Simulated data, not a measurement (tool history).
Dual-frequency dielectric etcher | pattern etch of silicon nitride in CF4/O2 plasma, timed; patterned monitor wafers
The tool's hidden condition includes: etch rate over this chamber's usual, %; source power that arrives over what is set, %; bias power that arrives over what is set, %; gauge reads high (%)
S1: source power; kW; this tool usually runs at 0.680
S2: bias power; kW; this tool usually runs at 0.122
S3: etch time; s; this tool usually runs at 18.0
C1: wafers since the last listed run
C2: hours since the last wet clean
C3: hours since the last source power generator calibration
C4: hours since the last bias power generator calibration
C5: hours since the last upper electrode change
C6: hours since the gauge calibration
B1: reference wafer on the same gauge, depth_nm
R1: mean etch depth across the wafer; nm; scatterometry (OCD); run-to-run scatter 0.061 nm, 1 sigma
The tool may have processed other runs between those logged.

| run | hour | S1 | S2 | S3 | C1 | C2 | C3 | C4 | C5 | C6 | B1 | R1 |
|---|---|---|---|---|---|---|---|---|---|---|---|---|
| 1 | 0.0 | 0.680 | 0.109 | 18.0 | 0 | 63.2 | 2057.4 | 3094.9 | 3666.8 | 218.6 | 37.88 | 37.77 |
| 2 | 14.7 | 0.680 | 0.109 | 18.0 | 210 | 77.9 | 2072.1 | 3109.6 | 3681.5 | 233.3 | 37.88 | 37.73 |
| 3 | 46.0 | 0.680 | 0.109 | 18.0 | 447 | 109.2 | 2103.4 | 3140.9 | 3712.8 | 264.6 | 37.92 | 37.71 |
| 4 | 72.4 | 0.680 | 0.122 | 18.0 | 377 | 135.6 | 2129.8 | 3167.3 | 3739.2 | 291.0 | 37.90 | 39.54 |
| 5 | 163.1 | 0.680 | 0.122 | 21.0 | 1295 | 226.3 | 2220.5 | 3258.0 | 3829.9 | 381.7 | 37.88 | 46.20 |
| 6 | 196.0 | 0.680 | 0.122 | 21.0 | 470 | 259.2 | 2253.4 | 3290.9 | 3862.8 | 414.6 | 37.90 | 46.18 |
| 7 | 215.0 | 0.680 | 0.122 | 21.0 | 271 | 278.2 | 2272.4 | 3309.9 | 3881.8 | 433.6 | 37.91 | 46.37 |
| 8 | 228.4 | 0.680 | 0.122 | 18.0 | 191 | 291.6 | 2285.8 | 3323.3 | 3895.2 | 447.0 | 37.90 | 39.72 |
| 9 | 259.4 | 0.680 | 0.122 | 18.0 | 442 | 322.6 | 2316.8 | 3354.3 | 3926.2 | 478.0 | 37.89 | 39.61 |
| 10 | 289.5 | 0.680 | 0.122 | 18.0 | 430 | 352.7 | 2346.9 | 3384.4 | 3956.3 | 508.1 | 37.89 | 39.62 |
|  | 346.5 | source power generator calibrated |
| 11 | 376.4 | 0.770 | 0.122 | 20.5 | 1184 | 439.6 | 29.9 | 3471.3 | 4043.2 | 595.0 | 37.91 | 49.74 |
|  | 396.5 | gauge calibrated |
|  | 403.8 | bias power generator calibrated |
|  | 418.0 | wet clean of the chamber |
| 12 | 418.5 | 0.680 | 0.137 | 16.5 | 340 | 0.5 | 72.0 | 14.7 | 4085.3 | 22.0 | 37.91 | 38.60 |
| 13 | 427.6 | 0.680 | 0.122 | 18.0 | 130 | 9.6 | 81.1 | 23.8 | 4094.4 | 31.1 | 37.93 | 40.05 |
| 14 | 454.7 | 0.820 | 0.122 | 22.0 | 387 | 36.7 | 108.2 | 50.9 | 4121.5 | 58.2 | 37.92 | 54.80 |
|  | 494.4 | upper electrode replaced |
| 15 | 494.9 | 0.680 | 0.136 | 16.0 | 231 | 76.9 | 148.4 | 91.1 | 0.5 | 98.4 | 37.90 | 37.36 |
| 16 | 512.0 | 0.740 | 0.097 | 18.0 | 244 | 94.0 | 165.5 | 108.2 | 17.6 | 115.5 | 37.89 | 38.45 |
| 17 | 535.1 | 0.800 | 0.093 | 13.5 | 330 | 117.1 | 188.6 | 131.3 | 40.7 | 138.6 | 37.90 | 29.77 |
| 18 | 547.7 | 0.810 | 0.106 | 18.0 | 180 | 129.7 | 201.2 | 143.9 | 53.3 | 151.2 | 37.92 | 42.31 |
| 19 | 633.4 | 0.760 | 0.122 | 23.0 | 1224 | 215.4 | 286.9 | 229.6 | 139.0 | 236.9 | 37.90 | 54.99 |
| 20 | 648.3 | 0.630 | 0.140 | 15.0 | 212 | 230.3 | 301.8 | 244.5 | 153.9 | 251.8 | 37.91 | 34.06 |
| 21 | 681.4 | 0.730 | 0.135 | 14.5 | 472 | 263.4 | 334.9 | 277.6 | 187.0 | 284.9 | 37.93 | 35.40 |
| 22 | 705.7 | 0.680 | 0.122 | 18.0 | 347 | 287.7 | 359.2 | 301.9 | 211.3 | 309.2 | 37.91 | 40.39 |

Branching from run 22: 3 alternative next runs. What would each branch give?
| A | 706.1 | 0.680 | 0.122 | 18.0 | 5 | 288.1 | 359.6 | 302.3 | 211.7 | 309.6 | ? | ? |
| B | 706.1 | 0.560 | 0.122 | 18.0 | 5 | 288.1 | 359.6 | 302.3 | 211.7 | 309.6 | ? | ? |
| C | 706.1 | 0.840 | 0.122 | 18.0 | 5 | 288.1 | 359.6 | 302.3 | 211.7 | 309.6 | ? | ? |

| run | B1 | R1 |
|---|---|---|
| A | 37.89 | 40.35 |
| B | 37.89 | 36.18 |
| C | 37.89 | 45.82 |
Had the tool no hidden state, the same runs would have come out as:
| run | R1 |
|---|---|
| A | 40.19 |
| B | 36.04 |
| C | 45.64 |
